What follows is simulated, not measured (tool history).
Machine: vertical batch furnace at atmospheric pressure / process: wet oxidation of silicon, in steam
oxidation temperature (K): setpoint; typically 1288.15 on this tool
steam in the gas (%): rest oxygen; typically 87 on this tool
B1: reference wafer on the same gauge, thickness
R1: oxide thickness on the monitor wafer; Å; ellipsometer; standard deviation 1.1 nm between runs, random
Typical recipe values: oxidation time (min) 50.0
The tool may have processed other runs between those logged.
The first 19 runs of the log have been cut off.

Run 20, day 20.329: usual settings but oxidation temperature (K) 1281.15, oxidation time (min) 38.0, steam in the gas (%) 94; B1 450.06. Result: R1 3513.9 Å.
Run 21, day 21.008: usual settings but oxidation time (min) 72.5, steam in the gas (%) 77; B1 450.13. Result: R1 4994.3 Å.
Run 22, day 21.867: usual settings but oxidation time (min) 68.5; B1 450.03. Result: R1 5228.5 Å.
Run 23, day 23.121: usual settings but steam in the gas (%) 93; B1 449.73. Result: R1 4447.1 Å.
Run 24, day 24.346: usual settings but oxidation temperature (K) 1268.15, steam in the gas (%) 96; B1 450.76. Result: R1 3914.3 Å.
Run 25, day 25.146: usual settings; B1 450.16. Result: R1 4242.9 Å.
Run 26, day 25.846: usual settings but oxidation temperature (K) 1280.15, oxidation time (min) 26.0; B1 450.12. Result: R1 2500.6 Å.
Run 27, day 27.146: usual settings but steam in the gas (%) 90; B1 449.93. Result: R1 4332.4 Å.
At day 28.988: steam generator serviced.
Run 28, day 29.242: usual settings but oxidation time (min) 35.5; B1 450.59. Result: R1 3363.7 Å.
Run 29, day 30.575: usual settings but oxidation temperature (K) 1313.15, oxidation time (min) 42.0, steam in the gas (%) 81; B1 450.16. Result: R1 4271.7 Å.
Run 30, day 32.404: usual settings but oxidation temperature (K) 1296.15, oxidation time (min) 34.0, steam in the gas (%) 90; B1 449.99. Result: R1 3519.9 Å.
Run 31, day 32.904: usual settings but oxidation temperature (K) 1304.15, oxidation time (min) 38.0, steam in the gas (%) 80; B1 449.96. Result: R1 3739.8 Å.
Run 32, day 34.296: usual settings but steam in the gas (%) 84; B1 450.01. Result: R1 4147.3 Å.

Run 33 comes next. What will it give?
Run 33, day 35.158: usual settings but oxidation temperature (K) 1282.15; B1 ?. Result: R1 ?.

Run 33 yielded B1 449.90, R1 4104.7 Å.
Had the tool carried no hidden state, the very same run would have given R1 4031.8 Å.
